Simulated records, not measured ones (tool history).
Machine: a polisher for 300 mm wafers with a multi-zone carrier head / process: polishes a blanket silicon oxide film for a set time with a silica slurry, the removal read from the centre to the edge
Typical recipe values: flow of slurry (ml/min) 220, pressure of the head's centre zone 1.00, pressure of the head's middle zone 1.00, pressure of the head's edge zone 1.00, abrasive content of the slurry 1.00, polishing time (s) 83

run,hour,flow of slurry (ml/min),pressure of the head's centre zone,pressure of the head's middle zone,pressure of the head's edge zone,abrasive content of the slurry,polishing time (s),wafers since the last listed run,wafers polished on this pad,hours since the slurry nozzle was cleaned,hours since the centre zone pressure was calibrated,hours since the edge zone pressure was calibrated,hours since the carrier head's membrane was replaced,"incoming thickness of the incoming film, nm",film removed at the wafer's centre (Å),film removed at mid-radius (Å),film removed at the wafer's edge (Å)
1,0.0,220,1.04,1.00,1.00,1.00,83,0,100,27.2,325.3,418.5,29.1,1176.0,2651,2603,2592
2,15.4,220,1.00,1.00,0.95,1.00,83,133,234,42.6,340.7,433.9,44.5,1185.5,2561,2616,2556
3,49.6,220,1.00,1.00,0.95,1.00,83,296,530,76.8,374.9,468.1,78.7,1175.0,2593,2583,2494
4,58.8,240,1.00,0.96,1.00,1.00,83,79,610,86.0,384.1,477.3,87.9,1176.2,2641,2566,2647
5,65.8,240,1.00,0.96,1.00,1.00,83,60,671,93.0,391.1,484.3,94.9,1174.3,2630,2565,2610
# hour 79.4: worn pad replaced by a new one
6,79.9,240,1.00,0.96,1.00,1.00,83,87,4,107.1,405.2,498.4,109.0,1196.2,2615,2566,2620
7,94.5,220,1.00,1.09,1.00,1.00,83,126,131,121.7,419.8,513.0,123.6,1187.2,2590,2835,2621
8,108.4,220,0.93,0.94,1.00,1.00,83,120,251,135.6,433.7,526.9,137.5,1179.5,2465,2523,2577
9,126.2,220,1.00,1.00,1.00,1.00,83,154,406,153.4,451.5,544.7,155.3,1171.2,2599,2630,2605
10,134.2,220,1.00,1.08,1.07,1.00,107,69,475,161.4,459.5,552.7,163.3,1166.3,3347,3597,3491
11,143.0,220,1.00,1.11,0.91,0.85,83,76,552,170.2,468.3,561.5,172.1,1165.0,2307,2597,2299
12,151.0,220,1.00,1.00,1.00,1.00,83,69,621,178.2,476.3,569.5,180.1,1179.5,2639,2623,2609
# hour 153.2: edge zone pressure recalibrated
# hour 167.7: centre zone pressure recalibrated
13,168.6,220,1.00,1.00,1.00,1.00,83,117,739,195.8,0.9,15.4,197.7,1193.6,2584,2663,2586
14,178.5,220,1.00,0.89,1.00,0.85,83,85,825,205.7,10.8,25.3,207.6,1154.6,2364,2175,2405
# hour 193.9: worn pad replaced by a new one
15,194.4,220,1.00,1.00,1.00,1.00,83,103,4,221.6,26.7,41.2,223.5,1195.0,2598,2597,2638
16,199.5,220,1.00,1.07,0.88,1.00,64,44,48,226.7,31.8,46.3,228.6,1186.5,2031,2159,1870
17,209.6,220,1.00,1.00,1.00,1.00,83,87,136,236.8,41.9,56.4,238.7,1163.9,2539,2635,2632
18,226.0,220,1.00,1.00,1.00,1.20,70,142,278,253.2,58.3,72.8,255.1,1179.8,2349,2457,2420
19,233.9,260,1.00,1.00,1.00,1.00,83,68,346,261.1,66.2,80.7,263.0,1181.5,2648,2744,2661
20,240.9,220,1.00,0.97,1.00,1.00,83,60,407,268.1,73.2,87.7,270.0,1169.4,2567,2538,2594

Estimate the outcome of run 21 from the log above:
21,247.6,200,1.00,0.93,1.00,1.00,57,58,465,274.8,79.9,94.4,276.7,1192.7,?,?,?

For run 21 the tool returned film removed at the wafer's centre (Å) 1779, film removed at mid-radius (Å) 1698, film removed at the wafer's edge (Å) 1775.
Minus the tool's unlogged condition, the same run would have read film removed at the wafer's centre (Å) 1779, film removed at mid-radius (Å) 1698, film removed at the wafer's edge (Å) 1775.

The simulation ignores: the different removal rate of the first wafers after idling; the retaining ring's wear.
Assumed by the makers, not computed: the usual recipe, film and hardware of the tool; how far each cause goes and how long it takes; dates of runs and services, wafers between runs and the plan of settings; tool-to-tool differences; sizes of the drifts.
